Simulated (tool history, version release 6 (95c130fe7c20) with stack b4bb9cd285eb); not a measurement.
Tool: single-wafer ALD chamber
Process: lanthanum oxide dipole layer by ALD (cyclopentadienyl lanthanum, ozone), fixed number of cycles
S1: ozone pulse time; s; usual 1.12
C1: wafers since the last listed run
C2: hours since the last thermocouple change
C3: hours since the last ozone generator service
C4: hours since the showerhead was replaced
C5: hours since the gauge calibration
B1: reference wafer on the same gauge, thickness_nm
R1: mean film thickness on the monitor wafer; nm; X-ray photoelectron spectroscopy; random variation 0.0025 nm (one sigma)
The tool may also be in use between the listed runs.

run   hour    S1   C1      C2     C3      C4     C5     B1     R1
  1      0     1    0  2514.2  442.7  4957.8  101.3  0.489  0.505
  2   14.8  1.28  142    2529  457.5  4972.6  116.1  0.489  0.547
  3   30.3  1.28  149  2544.5    473  4988.1  131.6  0.489  0.548
  4   36.8  1.28   62    2551  479.5  4994.6  138.1  0.489  0.549
  5   51.4  0.84  140  2565.6  494.1  5009.2  152.7  0.489  0.465
  6     62  0.84  102  2576.2  504.7  5019.8  163.3  0.489   0.46
  7   75.7  0.84  132  2589.9  518.4  5033.5    177  0.489  0.461
      88.2  -- gauge calibrated
  8   89.6  1.12  134  2603.8  532.3  5047.4    1.4  0.489   0.53
  9  106.6  1.12  163  2620.8  549.3  5064.4   18.4  0.489  0.524
 10  118.3  1.12  112  2632.5    561  5076.1   30.1  0.489   0.53
     126.8  -- thermocouple changed; heater temperature recalibrated
 11  133.2  0.71   66     6.4  575.9    5091     45  0.488  0.413
     151.1  -- ozone generator serviced
 12  151.6  0.91  100    24.8    0.5  5109.4   63.4  0.489  0.487
 13  159.4   1.5   75    32.6    8.3  5117.2   71.2  0.489  0.566
 14  172.3  1.55  124    45.5   21.2  5130.1   84.1  0.489  0.567
     185.7  -- showerhead replaced
 15  187.5   1.4   69    60.7   36.4     1.8   99.3  0.489  0.559
 16  205.5  1.49  173    78.7   54.4    19.8  117.3  0.489  0.561
 17  213.1  1.54   73    86.3     62    27.4  124.9  0.489  0.569
 18    225  1.28  114    98.2   73.9    39.3  136.8  0.489  0.547
 19  240.9  1.53  153   114.1   89.8    55.2  152.7  0.489  0.565
 20  253.3  1.12  119   126.5  102.2    67.6  165.1  0.489  0.532

5 ways to go on from here, each from the tool as it stands after run 20. What would each give?
  A  253.7  1.12   3  126.9  102.6  68  165.5   ?   ?
  B  253.7  1.44   3  126.9  102.6  68  165.5   ?   ?
  C  253.7  0.94   3  126.9  102.6  68  165.5   ?   ?
  D  253.7  0.98   3  126.9  102.6  68  165.5   ?   ?
  E  253.7  0.87   3  126.9  102.6  68  165.5   ?   ?

run     B1     R1
  A  0.489  0.525
  B  0.489   0.56
  C  0.489  0.489
  D  0.489  0.499
  E  0.489   0.47
Without the tool's hidden state the same runs would have given:
run     R1
  A  0.525
  B   0.56
  C  0.489
  D  0.499
  E   0.47
